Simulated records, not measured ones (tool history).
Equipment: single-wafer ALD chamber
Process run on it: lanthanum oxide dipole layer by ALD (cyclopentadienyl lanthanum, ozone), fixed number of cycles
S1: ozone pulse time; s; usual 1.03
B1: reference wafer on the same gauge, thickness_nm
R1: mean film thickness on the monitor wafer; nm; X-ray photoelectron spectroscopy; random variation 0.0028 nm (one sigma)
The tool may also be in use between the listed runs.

| run | hour | S1 | B1 | R1 |
|---|---|---|---|---|
| 1 | 0.0 | 1.03 | 0.531 | 0.488 |
| 2 | 29.4 | 0.80 | 0.531 | 0.400 |
| 3 | 56.8 | 0.84 | 0.531 | 0.418 |
| 4 | 86.7 | 0.84 | 0.530 | 0.417 |
| 5 | 114.5 | 0.84 | 0.531 | 0.416 |
| 6 | 142.6 | 1.18 | 0.532 | 0.514 |
| 7 | 218.8 | 1.18 | 0.531 | 0.514 |
| 8 | 232.4 | 1.18 | 0.531 | 0.515 |
| 9 | 245.4 | 0.88 | 0.531 | 0.429 |
|  | 264.5 | gauge calibrated |
| 10 | 271.0 | 1.22 | 0.532 | 0.520 |
| 11 | 297.6 | 1.33 | 0.530 | 0.540 |
| 12 | 327.1 | 0.77 | 0.530 | 0.370 |
| 13 | 345.3 | 1.03 | 0.531 | 0.476 |
| 14 | 361.0 | 1.40 | 0.531 | 0.545 |
| 15 | 377.3 | 1.27 | 0.532 | 0.525 |
|  | 407.7 | showerhead replaced |
| 16 | 408.2 | 1.03 | 0.531 | 0.479 |
| 17 | 425.0 | 1.03 | 0.531 | 0.473 |
| 18 | 439.5 | 1.25 | 0.532 | 0.521 |
| 19 | 464.0 | 1.03 | 0.531 | 0.471 |
| 20 | 480.3 | 1.03 | 0.531 | 0.470 |
|  | 489.1 | ozone generator serviced |
| 21 | 499.4 | 0.89 | 0.531 | 0.464 |
| 22 | 532.3 | 1.03 | 0.531 | 0.501 |
|  | 540.4 | thermocouple changed; heater temperature recalibrated |
| 23 | 563.6 | 0.78 | 0.531 | 0.406 |
| 24 | 590.5 | 1.15 | 0.532 | 0.527 |
| 25 | 619.9 | 1.14 | 0.532 | 0.527 |
| 26 | 655.5 | 0.62 | 0.531 | 0.296 |
| 27 | 675.8 | 1.03 | 0.532 | 0.498 |
| 28 | 708.8 | 0.70 | 0.532 | 0.358 |
| 29 | 735.1 | 1.03 | 0.531 | 0.502 |
| 30 | 767.2 | 1.03 | 0.531 | 0.502 |
| 31 | 779.6 | 1.28 | 0.530 | 0.545 |
| 32 | 798.9 | 0.63 | 0.532 | 0.297 |
| 33 | 831.0 | 1.19 | 0.530 | 0.528 |

Run by run, hidden condition taken away, random variation retained:
Hidden conditions of the tool in this case: wafer temperature above the value expected at the setpoint (K); ozone dose above that of a generator just serviced (%); gauge reads high (%).
| run | R1 |
|---|---|
| 1 | 0.506 |
| 2 | 0.425 |
| 3 | 0.443 |
| 4 | 0.444 |
| 5 | 0.443 |
| 6 | 0.532 |
| 7 | 0.535 |
| 8 | 0.536 |
| 9 | 0.462 |
| 10 | 0.541 |
| 11 | 0.558 |
| 12 | 0.409 |
| 13 | 0.507 |
| 14 | 0.562 |
| 15 | 0.547 |
| 16 | 0.513 |
| 17 | 0.508 |
| 18 | 0.547 |
| 19 | 0.507 |
| 20 | 0.508 |
| 21 | 0.466 |
| 22 | 0.504 |
| 23 | 0.412 |
| 24 | 0.531 |
| 25 | 0.532 |
| 26 | 0.305 |
| 27 | 0.505 |
| 28 | 0.370 |
| 29 | 0.511 |
| 30 | 0.513 |
| 31 | 0.552 |
| 32 | 0.312 |
| 33 | 0.538 |

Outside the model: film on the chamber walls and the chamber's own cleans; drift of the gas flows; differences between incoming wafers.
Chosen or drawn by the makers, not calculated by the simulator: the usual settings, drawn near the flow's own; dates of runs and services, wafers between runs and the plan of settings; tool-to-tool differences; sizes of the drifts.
